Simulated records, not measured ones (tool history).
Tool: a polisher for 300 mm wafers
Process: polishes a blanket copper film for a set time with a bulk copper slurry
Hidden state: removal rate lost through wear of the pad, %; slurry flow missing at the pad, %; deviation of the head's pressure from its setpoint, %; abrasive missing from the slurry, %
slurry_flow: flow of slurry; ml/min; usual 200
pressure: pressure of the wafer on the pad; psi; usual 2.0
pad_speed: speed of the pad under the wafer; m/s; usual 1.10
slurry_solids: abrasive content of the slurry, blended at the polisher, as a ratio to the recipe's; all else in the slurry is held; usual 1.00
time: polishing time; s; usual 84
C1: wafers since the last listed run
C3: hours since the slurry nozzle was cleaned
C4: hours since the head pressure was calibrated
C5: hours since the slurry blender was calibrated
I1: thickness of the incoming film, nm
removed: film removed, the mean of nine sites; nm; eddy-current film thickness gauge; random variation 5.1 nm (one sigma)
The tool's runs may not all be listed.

Run 1, hour 0.0: usual settings but time 73 s; C1 0; wafers polished on this pad 170; C3 490.2; C4 607.7; C5 459.7; I1 2269.7. Result: removed 396.0 nm.
Run 2, hour 101.6: usual settings; C1 704; wafers polished on this pad 874; C3 591.8; C4 709.3; C5 561.3; I1 2324.2. Result: removed 425.9 nm.
At hour 105.6: slurry blender recalibrated.
At hour 133.4: slurry nozzle cleaned.
Run 3, hour 188.8: usual settings but slurry_flow 160 ml/min, time 65 s; C1 584; wafers polished on this pad 1459; C3 55.4; C4 796.5; C5 83.2; I1 2316.3. Result: removed 310.9 nm.
At hour 267.5: head pressure recalibrated.
Run 4, hour 300.2: usual settings but pad_speed 1.26 m/s; C1 758; wafers polished on this pad 2218; C3 166.8; C4 32.7; C5 194.6; I1 2320.1. Result: removed 529.0 nm.
Run 5, hour 386.8: usual settings but pad_speed 1.26 m/s; C1 600; wafers polished on this pad 2818; C3 253.4; C4 119.3; C5 281.2; I1 2297.9. Result: removed 533.9 nm.
Run 6, hour 486.4: usual settings; C1 691; wafers polished on this pad 3509; C3 353.0; C4 218.9; C5 380.8; I1 2325.5. Result: removed 461.9 nm.
Run 7, hour 589.1: usual settings; C1 712; wafers polished on this pad 4222; C3 455.7; C4 321.6; C5 483.5; I1 2309.6. Result: removed 475.3 nm.
At hour 603.0: worn pad replaced by a new one.
At hour 635.5: slurry blender recalibrated.
Run 8, hour 645.4: usual settings; C1 348; wafers polished on this pad 280; C3 512.0; C4 377.9; C5 9.9; I1 2314.8. Result: removed 461.8 nm.
Run 9, hour 714.8: usual settings; C1 481; wafers polished on this pad 761; C3 581.4; C4 447.3; C5 79.3; I1 2275.6. Result: removed 459.8 nm.
Run 10, hour 750.9: usual settings but slurry_flow 265 ml/min, pressure 1.7 psi, pad_speed 1.42 m/s; C1 250; wafers polished on this pad 1012; C3 617.5; C4 483.4; C5 115.4; I1 2299.2. Result: removed 497.7 nm.
At hour 782.5: slurry nozzle cleaned.
Run 11, hour 817.6: usual settings; C1 455; wafers polished on this pad 1467; C3 35.1; C4 550.1; C5 182.1; I1 2332.5. Result: removed 448.6 nm.
Run 12, hour 896.5: usual settings but slurry_flow 145 ml/min, pressure 2.2 psi, pad_speed 0.82 m/s; C1 547; wafers polished on this pad 2015; C3 114.0; C4 629.0; C5 261.0; I1 2349.8. Result: removed 367.6 nm.
Run 13, hour 956.5: usual settings but pad_speed 1.30 m/s; C1 416; wafers polished on this pad 2431; C3 174.0; C4 689.0; C5 321.0; I1 2327.2. Result: removed 493.2 nm.
Run 14, hour 1021.5: usual settings but pressure 1.6 psi; C1 450; wafers polished on this pad 2882; C3 239.0; C4 754.0; C5 386.0; I1 2321.9. Result: removed 335.7 nm.
At hour 1106.0: head pressure recalibrated.
Run 15, hour 1111.8: usual settings but slurry_flow 135 ml/min, pad_speed 1.22 m/s, slurry_solids 1.10; C1 612; wafers polished on this pad 3495; C3 329.3; C4 5.8; C5 476.3; I1 2318.2. Result: removed 498.1 nm.
Run 16, hour 1148.6: usual settings but pressure 2.3 psi, slurry_solids 1.25; C1 255; wafers polished on this pad 3750; C3 366.1; C4 42.6; C5 513.1; I1 2335.1. Result: removed 563.1 nm.
At hour 1180.3: slurry blender recalibrated.
Run 17, hour 1221.0: usual settings but pad_speed 0.88 m/s, slurry_solids 1.15, time 68 s; C1 488; wafers polished on this pad 4238; C3 438.5; C4 115.0; C5 40.7; I1 2319.7. Result: removed 324.3 nm.
At hour 1253.3: worn pad replaced by a new one.
At hour 1394.5: slurry nozzle cleaned.
Run 18, hour 1415.1: usual settings but pressure 1.6 psi; C1 1311; wafers polished on this pad 1115; C3 20.6; C4 309.1; C5 234.8; I1 2359.6. Result: removed 370.7 nm.
Run 19, hour 1475.6: usual settings but time 104 s; C1 419; wafers polished on this pad 1535; C3 81.1; C4 369.6; C5 295.3; I1 2326.6. Result: removed 558.0 nm.
Run 20, hour 1522.8: usual settings; C1 327; wafers polished on this pad 1863; C3 128.3; C4 416.8; C5 342.5; I1 2323.8. Result: removed 443.9 nm.
Run 21, hour 1573.3: usual settings but slurry_flow 180 ml/min, pressure 1.5 psi, slurry_solids 0.80, time 92 s; C1 350; wafers polished on this pad 2213; C3 178.8; C4 467.3; C5 393.0; I1 2322.4. Result: removed 352.9 nm.
Run 22, hour 1632.3: usual settings but pad_speed 1.28 m/s, slurry_solids 1.15; C1 409; wafers polished on this pad 2622; C3 237.8; C4 526.3; C5 452.0; I1 2336.3. Result: removed 509.6 nm.
Run 23, hour 1707.0: usual settings but slurry_solids 1.25; C1 518; wafers polished on this pad 3140; C3 312.5; C4 601.0; C5 526.7; I1 2350.4. Result: removed 453.9 nm.
At hour 1709.7: slurry blender recalibrated.
At hour 1785.2: head pressure recalibrated.
Run 24, hour 1810.8: usual settings but slurry_flow 175 ml/min, slurry_solids 0.80; C1 692; wafers polished on this pad 3833; C3 416.3; C4 25.6; C5 101.1; I1 2322.7. Result: removed 455.5 nm.
At hour 1895.6: worn pad replaced by a new one.
Run 25, hour 1898.6: usual settings but time 64 s; C1 581; wafers polished on this pad 20; C3 504.1; C4 113.4; C5 188.9; I1 2306.2. Result: removed 356.3 nm.
At hour 1936.0: slurry nozzle cleaned.
Run 26, hour 1991.8: usual settings but pad_speed 1.30 m/s; C1 639; wafers polished on this pad 660; C3 55.8; C4 206.6; C5 282.1; I1 2320.1. Result: removed 530.5 nm.
Run 27, hour 2059.3: usual settings; C1 468; wafers polished on this pad 1128; C3 123.3; C4 274.1; C5 349.6; I1 2331.7. Result: removed 465.9 nm.
Run 28, hour 2099.2: usual settings; C1 276; wafers polished on this pad 1405; C3 163.2; C4 314.0; C5 389.5; I1 2327.3. Result: removed 475.3 nm.
At hour 2293.9: slurry blender recalibrated.
Run 29, hour 2371.2: usual settings; C1 1873; wafers polished on this pad 3278; C3 435.2; C4 586.0; C5 77.3; I1 2296.3. Result: removed 447.4 nm.

What the log doesn't show, run by run:
removal rate lost through wear of the pad, %: 0 in every run
slurry flow missing at the pad, %: 0 in every run
abrasive missing from the slurry, %: 0 in every run
H1: deviation of the head's pressure from its setpoint, %
run      H1
  1   -7.51
  2   -10.2
  3   -12.9
  4  -0.688
  5  -0.955
  6   -1.64
  7   -2.76
  8   -3.55
  9   -4.71
 10   -5.39
 11   -6.79
 12   -8.67
 13   -10.3
 14   -12.2
 15   -2.46
 16    -2.5
 17   -2.73
 18   -4.39
 19   -5.22
 20   -5.97
 21   -6.88
 22   -8.06
 23   -9.76
 24  -0.101
 25  -0.348
 26  -0.951
 27   -1.61
 28   -2.08
 29   -7.03

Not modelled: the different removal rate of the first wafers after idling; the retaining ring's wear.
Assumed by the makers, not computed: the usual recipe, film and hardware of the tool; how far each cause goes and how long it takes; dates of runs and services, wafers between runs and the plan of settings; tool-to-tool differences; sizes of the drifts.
